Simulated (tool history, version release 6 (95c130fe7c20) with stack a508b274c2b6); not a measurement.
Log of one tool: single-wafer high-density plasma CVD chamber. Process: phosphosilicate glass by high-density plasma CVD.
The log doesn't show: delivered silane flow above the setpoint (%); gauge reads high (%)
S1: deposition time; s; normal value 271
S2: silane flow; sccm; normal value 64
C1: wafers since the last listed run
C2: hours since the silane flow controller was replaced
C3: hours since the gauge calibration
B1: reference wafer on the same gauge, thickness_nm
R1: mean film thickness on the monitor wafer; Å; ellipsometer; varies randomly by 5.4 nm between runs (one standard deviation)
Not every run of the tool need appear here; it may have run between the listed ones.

run,hour,S1,S2,C1,C2,C3,B1,R1
1,0,271,58,0,4529.9,47,2080.181,16425.97
2,142.2,271,64,1216,4672.1,189.2,2080.457,18070.86
3,177.6,271,64,302,4707.5,224.6,2079.587,17997.01
4,231.8,271,64,463,4761.7,278.8,2079.135,18017.42
5,270.3,271,64,329,4800.2,317.3,2080.904,18016.64
6,334.2,271,64,546,4864.1,381.2,2081.195,17979.74
7,375.1,271,64,349,4905,422.1,2080.399,17941.49
8,428.7,271,64,458,4958.6,475.7,2082.36,17930.9
9,476.5,271,64,408,5006.4,523.5,2079.324,17874.17
10,501.7,271,64,215,5031.6,548.7,2080.889,17833.32
11,554.6,271,64,452,5084.5,601.6,2079.872,17870.1
# hour 600.2: silane flow controller replaced
12,605.8,271,64,369,5.6,652.8,2079.408,19257.06
# hour 638.5: gauge calibrated
13,656.9,271,64,437,56.7,18.4,2079.476,19268.79
14,686.6,251,76,254,86.4,48.1,2078.571,21087.62
15,715.9,321,52,250,115.7,77.4,2080.41,18512.19
16,772.3,221,77,482,172.1,133.8,2079.079,18878.15
17,816.1,230,68,374,215.9,177.6,2079.283,17392.76
18,869.3,271,64,455,269.1,230.8,2078.211,19176.79
19,925.3,257,53,479,325.1,286.8,2078.976,15145.51
20,958.6,257,55,284,358.4,320.1,2079.432,15720.83
21,1011.5,235,73,452,411.3,373,2081.263,19049.64
22,1079.6,271,64,582,479.4,441.1,2078.359,19270.49

A few steps of R1 between consecutive runs. Split each: what settings, incoming material and random variation would produce without the hidden state, and what is left over for the hidden state, along with gauge scatter present in only one of the two compared results (measured, and without hidden state):
Run 1 -> 2: S2 58 -> 64. R1 +1644.89 Å: hidden state -167.79, all else +1812.68.
Run 11 -> 12: silane flow controller replaced. R1 +1386.96 Å: hidden state +1367.66, all else +19.3.
Run 18 -> 19: S1 271 -> 257, S2 64 -> 53. R1 -4031.28 Å: hidden state -5.38, all else -4025.9.
Run 20 -> 21: S1 257 -> 235, S2 55 -> 73. R1 +3328.81 Å: hidden state +0.81, all else +3328.

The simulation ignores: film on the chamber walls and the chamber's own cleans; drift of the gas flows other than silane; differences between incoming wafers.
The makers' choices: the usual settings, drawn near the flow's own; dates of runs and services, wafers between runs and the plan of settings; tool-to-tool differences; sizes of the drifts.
